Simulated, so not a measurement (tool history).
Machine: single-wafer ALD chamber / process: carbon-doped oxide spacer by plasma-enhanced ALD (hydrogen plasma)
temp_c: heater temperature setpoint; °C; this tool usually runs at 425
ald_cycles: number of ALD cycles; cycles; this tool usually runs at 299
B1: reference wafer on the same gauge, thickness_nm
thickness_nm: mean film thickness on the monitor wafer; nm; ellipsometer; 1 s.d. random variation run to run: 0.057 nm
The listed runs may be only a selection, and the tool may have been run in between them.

Run 1, hour 0: usual settings; B1 16.397. Result: thickness_nm 15.361 nm.
Run 2, hour 24.8: usual settings; B1 16.39. Result: thickness_nm 15.4 nm.
Run 3, hour 38.1: usual settings; B1 16.393. Result: thickness_nm 15.408 nm.
Run 4, hour 71.4: usual settings; B1 16.404. Result: thickness_nm 15.409 nm.
Run 5, hour 105.3: usual settings; B1 16.404. Result: thickness_nm 15.421 nm.
Run 6, hour 131.9: usual settings but ald_cycles 270 cycles; B1 16.398. Result: thickness_nm 13.889 nm.
Run 7, hour 145.4: usual settings but ald_cycles 270 cycles; B1 16.405. Result: thickness_nm 13.897 nm.
Run 8, hour 175.5: usual settings but temp_c 414 °C, ald_cycles 319 cycles; B1 16.396. Result: thickness_nm 16.9 nm.
Run 9, hour 209.4: usual settings but ald_cycles 326 cycles; B1 16.392. Result: thickness_nm 16.792 nm.
Run 10, hour 260.4: usual settings; B1 16.392. Result: thickness_nm 15.313 nm.
Run 11, hour 296.2: usual settings; B1 16.413. Result: thickness_nm 15.463 nm.
Run 12, hour 316.9: usual settings; B1 16.407. Result: thickness_nm 15.437 nm.
Run 13, hour 339.6: usual settings; B1 16.401. Result: thickness_nm 15.34 nm.
Run 14, hour 372.1: usual settings; B1 16.399. Result: thickness_nm 15.358 nm.
Run 15, hour 427.5: usual settings; B1 16.411. Result: thickness_nm 15.402 nm.
Run 16, hour 458: usual settings but temp_c 421 °C, ald_cycles 321 cycles; B1 16.39. Result: thickness_nm 16.818 nm.
Run 17, hour 487.9: usual settings but ald_cycles 270 cycles; B1 16.402. Result: thickness_nm 13.933 nm.
At hour 490.8: gauge calibrated.
Run 18, hour 514.6: usual settings but temp_c 412 °C, ald_cycles 351 cycles; B1 16.404. Result: thickness_nm 18.828 nm.
Run 19, hour 563.2: usual settings but temp_c 436 °C, ald_cycles 332 cycles; B1 16.397. Result: thickness_nm 16.423 nm.
Run 20, hour 587.8: usual settings but temp_c 411 °C, ald_cycles 241 cycles; B1 16.398. Result: thickness_nm 12.986 nm.
Run 21, hour 613.9: usual settings but temp_c 433 °C, ald_cycles 348 cycles; B1 16.404. Result: thickness_nm 17.534 nm.
Run 22, hour 638.5: usual settings; B1 16.419. Result: thickness_nm 15.409 nm.
Run 23, hour 666.3: usual settings but temp_c 431 °C; B1 16.402. Result: thickness_nm 15.143 nm.
Run 24, hour 680.9: usual settings but temp_c 415 °C, ald_cycles 346 cycles; B1 16.409. Result: thickness_nm 18.548 nm.
Run 25, hour 694: usual settings; B1 16.39. Result: thickness_nm 15.422 nm.
Run 26, hour 721.4: usual settings but temp_c 414 °C, ald_cycles 261 cycles; B1 16.398. Result: thickness_nm 13.79 nm.
At hour 772.8: thermocouple changed; heater temperature recalibrated.
Run 27, hour 810.1: usual settings but ald_cycles 317 cycles; B1 16.393. Result: thickness_nm 16.297 nm.
Run 28, hour 823: usual settings; B1 16.385. Result: thickness_nm 15.397 nm.
Run 29, hour 851.9: usual settings but temp_c 411 °C, ald_cycles 242 cycles; B1 16.394. Result: thickness_nm 13.099 nm.
Run 30, hour 866.3: usual settings but temp_c 415 °C, ald_cycles 349 cycles; B1 16.392. Result: thickness_nm 18.67 nm.
Run 31, hour 898.8: usual settings but temp_c 415 °C, ald_cycles 323 cycles; B1 16.397. Result: thickness_nm 17.197 nm.
Run 32, hour 916.4: usual settings; B1 16.4. Result: thickness_nm 15.398 nm.
Run 33, hour 999.2: usual settings but temp_c 430 °C, ald_cycles 271 cycles; B1 16.394. Result: thickness_nm 13.813 nm.

The tool's hidden state at each run:
wafer temperature above the value expected at the setpoint (K): 0 across all the runs
gauge reads high (%): 0 across all the runs

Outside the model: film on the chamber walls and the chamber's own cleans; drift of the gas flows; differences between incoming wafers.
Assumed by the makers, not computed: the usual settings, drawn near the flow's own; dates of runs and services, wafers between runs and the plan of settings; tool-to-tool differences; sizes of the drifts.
